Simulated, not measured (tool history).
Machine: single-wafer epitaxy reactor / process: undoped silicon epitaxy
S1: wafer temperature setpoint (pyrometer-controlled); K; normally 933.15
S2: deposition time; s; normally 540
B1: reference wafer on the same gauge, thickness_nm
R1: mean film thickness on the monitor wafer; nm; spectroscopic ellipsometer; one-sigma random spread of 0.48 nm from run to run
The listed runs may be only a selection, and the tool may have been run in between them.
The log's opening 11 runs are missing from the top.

{"run": 12, "hour": 572.7, "S1": 933.15, "S2": 540, "B1": 110.97, "R1": 119.977}
{"hour": 637.9, "done": "pyrometer calibrated"}
{"run": 13, "hour": 638.4, "S1": 933.15, "S2": 540, "B1": 111.089, "R1": 107.695}
{"run": 14, "hour": 696.2, "S1": 933.15, "S2": 540, "B1": 111.172, "R1": 108.555}
{"run": 15, "hour": 732.9, "S1": 933.15, "S2": 509, "B1": 111.146, "R1": 102.584}
{"run": 16, "hour": 773.5, "S1": 938.15, "S2": 540, "B1": 111.213, "R1": 121.802}
{"run": 17, "hour": 810.0, "S1": 943.15, "S2": 501, "B1": 110.947, "R1": 126.554}
{"run": 18, "hour": 849.0, "S1": 927.15, "S2": 540, "B1": 111.083, "R1": 95.603}
{"run": 19, "hour": 881.0, "S1": 943.15, "S2": 540, "B1": 111.183, "R1": 137.524}
{"run": 20, "hour": 912.7, "S1": 938.15, "S2": 504, "B1": 110.918, "R1": 114.685}
{"run": 21, "hour": 982.6, "S1": 943.15, "S2": 485, "B1": 110.835, "R1": 123.497}
{"run": 22, "hour": 1018.8, "S1": 948.15, "S2": 583, "B1": 111.034, "R1": 166.945}
{"hour": 1026.2, "done": "gauge calibrated"}
{"run": 23, "hour": 1056.3, "S1": 933.15, "S2": 540, "B1": 111.056, "R1": 109.999}
{"run": 24, "hour": 1117.1, "S1": 947.15, "S2": 607, "B1": 111.06, "R1": 170.948}
{"run": 25, "hour": 1150.5, "S1": 933.15, "S2": 540, "B1": 110.702, "R1": 110.81}
{"run": 26, "hour": 1212.8, "S1": 923.15, "S2": 601, "B1": 111.103, "R1": 98.429}
{"run": 27, "hour": 1250.9, "S1": 933.15, "S2": 540, "B1": 110.779, "R1": 111.259}
{"run": 28, "hour": 1306.1, "S1": 925.15, "S2": 583, "B1": 111.099, "R1": 99.026}
{"run": 29, "hour": 1337.4, "S1": 933.15, "S2": 540, "B1": 110.919, "R1": 111.174}
{"run": 30, "hour": 1400.5, "S1": 938.15, "S2": 540, "B1": 111.095, "R1": 124.801}

Forecast each of these 4 alternatives for the next run:
{"run": "A", "hour": 1401.1, "S1": 933.15, "S2": 540, "B1": "?", "R1": "?"}
{"run": "B", "hour": 1401.1, "S1": 933.15, "S2": 567, "B1": "?", "R1": "?"}
{"run": "C", "hour": 1401.1, "S1": 939.15, "S2": 645, "B1": "?", "R1": "?"}
{"run": "D", "hour": 1401.1, "S1": 947.15, "S2": 637, "B1": "?", "R1": "?"}

run=A B1=110.995 R1=112.786
run=B B1=110.995 R1=118.425
run=C B1=110.995 R1=154.273
run=D B1=110.995 R1=182.021
Stripped of hidden state, with their random variation kept, the same runs would have yielded:
run=A R1=109.658
run=B R1=115.141
run=C R1=150.052
run=D R1=177.129

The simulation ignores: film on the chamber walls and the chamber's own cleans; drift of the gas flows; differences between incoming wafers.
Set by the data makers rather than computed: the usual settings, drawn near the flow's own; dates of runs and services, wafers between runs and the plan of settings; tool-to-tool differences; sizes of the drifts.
